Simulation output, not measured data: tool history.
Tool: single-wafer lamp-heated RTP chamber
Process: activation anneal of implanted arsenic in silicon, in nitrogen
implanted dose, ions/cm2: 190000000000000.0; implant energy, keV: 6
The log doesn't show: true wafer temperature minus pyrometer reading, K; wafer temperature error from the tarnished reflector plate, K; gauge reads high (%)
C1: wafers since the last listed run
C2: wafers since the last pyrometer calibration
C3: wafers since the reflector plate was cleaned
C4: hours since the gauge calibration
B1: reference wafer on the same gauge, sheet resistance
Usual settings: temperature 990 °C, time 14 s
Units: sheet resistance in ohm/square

Run 1, hour 0: usual settings but temperature 968 °C; C1 0; C2 700; C3 2653; C4 1533.9; B1 608.01. Result: sheet resistance 528.61 ohm/square.
Run 2, hour 45.1: usual settings; C1 495; C2 1195; C3 3149; C4 1579; B1 608.09. Result: sheet resistance 522.86 ohm/square.
Run 3, hour 134.7: usual settings; C1 984; C2 2180; C3 4134; C4 1668.6; B1 607.7. Result: sheet resistance 522.74 ohm/square.
Run 4, hour 185.5: usual settings; C1 558; C2 2738; C3 4692; C4 1719.4; B1 607.8. Result: sheet resistance 522.5 ohm/square.
Run 5, hour 232: usual settings; C1 511; C2 3249; C3 5203; C4 1765.9; B1 608.07. Result: sheet resistance 522.46 ohm/square.
Run 6, hour 336.7: usual settings; C1 1150; C2 4400; C3 6354; C4 1870.6; B1 607.93. Result: sheet resistance 523.07 ohm/square.
Run 7, hour 406: usual settings but temperature 970 °C; C1 761; C2 5162; C3 7115; C4 1939.9; B1 607.95. Result: sheet resistance 527.45 ohm/square.
Run 8, hour 461.6: usual settings but temperature 970 °C; C1 611; C2 5773; C3 7726; C4 1995.5; B1 607.74. Result: sheet resistance 526.66 ohm/square.
Run 9, hour 512.4: usual settings but temperature 970 °C; C1 558; C2 6331; C3 8285; C4 2046.3; B1 608.05. Result: sheet resistance 526.34 ohm/square.
Run 10, hour 581.2: usual settings; C1 756; C2 7087; C3 9041; C4 2115.1; B1 608.15. Result: sheet resistance 519.88 ohm/square.
At hour 641.9: reflector plate cleaned.
At hour 654.1: pyrometer window cleaned and pyrometer calibrated.
Run 11, hour 668: usual settings; C1 778; C2 152; C3 198; C4 2201.9; B1 608.34. Result: sheet resistance 523.13 ohm/square.
Run 12, hour 770.7: usual settings but time 17 s; C1 1128; C2 1281; C3 1327; C4 2304.6; B1 608.09. Result: sheet resistance 520.88 ohm/square.
Run 13, hour 875.6: usual settings but time 17 s; C1 1152; C2 2434; C3 2480; C4 2409.5; B1 607.94. Result: sheet resistance 521.61 ohm/square.
Run 14, hour 969: usual settings; C1 1026; C2 3460; C3 3506; C4 2502.9; B1 607.72. Result: sheet resistance 523.78 ohm/square.
Run 15, hour 1013.3: usual settings; C1 486; C2 3947; C3 3993; C4 2547.2; B1 607.94. Result: sheet resistance 522.07 ohm/square.
Run 16, hour 1105.2: usual settings; C1 1009; C2 4957; C3 5003; C4 2639.1; B1 607.78. Result: sheet resistance 520.52 ohm/square.
Run 17, hour 1200.3: usual settings but temperature 1002 °C, time 10 s; C1 1045; C2 6002; C3 6048; C4 2734.2; B1 607.89. Result: sheet resistance 522.45 ohm/square.
Run 18, hour 1280.1: usual settings but temperature 1019 °C, time 20 s; C1 876; C2 6879; C3 6925; C4 2814; B1 607.75. Result: sheet resistance 503.37 ohm/square.
At hour 1323.5: pyrometer window cleaned and pyrometer calibrated.
Run 19, hour 1367.7: usual settings; C1 874; C2 486; C3 7800; C4 2901.6; B1 608.07. Result: sheet resistance 523.76 ohm/square.
Run 20, hour 1451.6: usual settings but temperature 970 °C, time 10 s; C1 922; C2 1408; C3 8722; C4 2985.5; B1 608.13. Result: sheet resistance 529.91 ohm/square.
Run 21, hour 1497.9: usual settings but temperature 1013 °C, time 10 s; C1 508; C2 1917; C3 9231; C4 3031.8; B1 607.79. Result: sheet resistance 521.44 ohm/square.
At hour 1575.2: reflector plate cleaned.
Run 22, hour 1591.6: usual settings; C1 941; C2 2858; C3 180; C4 3125.5; B1 608.11. Result: sheet resistance 524.26 ohm/square.
Run 23, hour 1632.9: usual settings but temperature 977 °C, time 7 s; C1 453; C2 3312; C3 634; C4 3166.8; B1 608.05. Result: sheet resistance 533.68 ohm/square.
Run 24, hour 1675: usual settings but temperature 976 °C, time 17 s; C1 462; C2 3775; C3 1097; C4 3208.9; B1 607.98. Result: sheet resistance 524.17 ohm/square.
At hour 1748: gauge calibrated.
Run 25, hour 1773.4: usual settings; C1 1081; C2 4856; C3 2178; C4 25.4; B1 607.98. Result: sheet resistance 522.48 ohm/square.
Run 26, hour 1846.5: usual settings but temperature 1005 °C, time 17 s; C1 803; C2 5660; C3 2982; C4 98.5; B1 608.14. Result: sheet resistance 512.93 ohm/square.
At hour 1908.6: pyrometer window cleaned and pyrometer calibrated.
Run 27, hour 1939.1: usual settings but temperature 981 °C, time 21 s; C1 929; C2 334; C3 3911; C4 191.1; B1 607.94. Result: sheet resistance 520.39 ohm/square.
Run 28, hour 2035.1: usual settings but temperature 1002 °C; C1 1055; C2 1389; C3 4966; C4 287.1; B1 608.22. Result: sheet resistance 519.42 ohm/square.
Run 29, hour 2073.8: usual settings but temperature 961 °C; C1 425; C2 1815; C3 5392; C4 325.8; B1 608.04. Result: sheet resistance 530.45 ohm/square.
Run 30, hour 2116.1: usual settings; C1 464; C2 2280; C3 5856; C4 368.1; B1 608.22. Result: sheet resistance 522.06 ohm/square.
Run 31, hour 2264.5: usual settings but time 8 s; C1 1630; C2 3910; C3 7487; C4 516.5; B1 607.95. Result: sheet resistance 528.87 ohm/square.
Run 32, hour 2343.1: usual settings but temperature 998 °C, time 9 s; C1 863; C2 4774; C3 8351; C4 595.1; B1 608.12. Result: sheet resistance 524.13 ohm/square.
Run 33, hour 2400: usual settings but temperature 1018 °C, time 8 s; C1 625; C2 5400; C3 8977; C4 652; B1 607.73. Result: sheet resistance 520.61 ohm/square.
Run 34, hour 2474.7: usual settings but temperature 1008 °C; C1 820; C2 6221; C3 9797; C4 726.7; B1 607.85. Result: sheet resistance 515.38 ohm/square.
Run 35, hour 2512: usual settings but temperature 968 °C, time 20 s; C1 409; C2 6630; C3 10207; C4 764; B1 607.84. Result: sheet resistance 523.72 ohm/square.
Run 36, hour 2599.3: usual settings but temperature 1012 °C, time 17 s; C1 959; C2 7590; C3 11167; C4 851.3; B1 608.1. Result: sheet resistance 509.08 ohm/square.

How the hidden state differs across the entries between the runs, from the last listed run before each to the first after it:
Between runs 10 and 11: reflector plate cleaned (hour 641.9); pyrometer window cleaned and pyrometer calibrated (hour 654.1)
  true wafer temperature minus pyrometer reading, K: 11.7 -> 1.05
  measured less the result without the state, sheet resistance: -3.46 -> -0.28 ohm/square
Between runs 18 and 19: pyrometer window cleaned and pyrometer calibrated (hour 1323.5)
  true wafer temperature minus pyrometer reading, K: 11.3 -> 0.624
  measured less the result without the state, sheet resistance: -5.44 -> -0.17 ohm/square
Between runs 21 and 22: reflector plate cleaned (hour 1575.2)
  true wafer temperature minus pyrometer reading, K: 1.37 -> 2.46
  measured less the result without the state, sheet resistance: -0.44 -> -0.68 ohm/square
Between runs 24 and 25: gauge calibrated (hour 1748)
  true wafer temperature minus pyrometer reading, K: 3.82 -> 5.89
  measured less the result without the state, sheet resistance: -0.97 -> -1.67 ohm/square
Between runs 26 and 27: pyrometer window cleaned and pyrometer calibrated (hour 1908.6)
  true wafer temperature minus pyrometer reading, K: 7.76 -> 0.615
  measured less the result without the state, sheet resistance: -2.99 -> -0.19 ohm/square
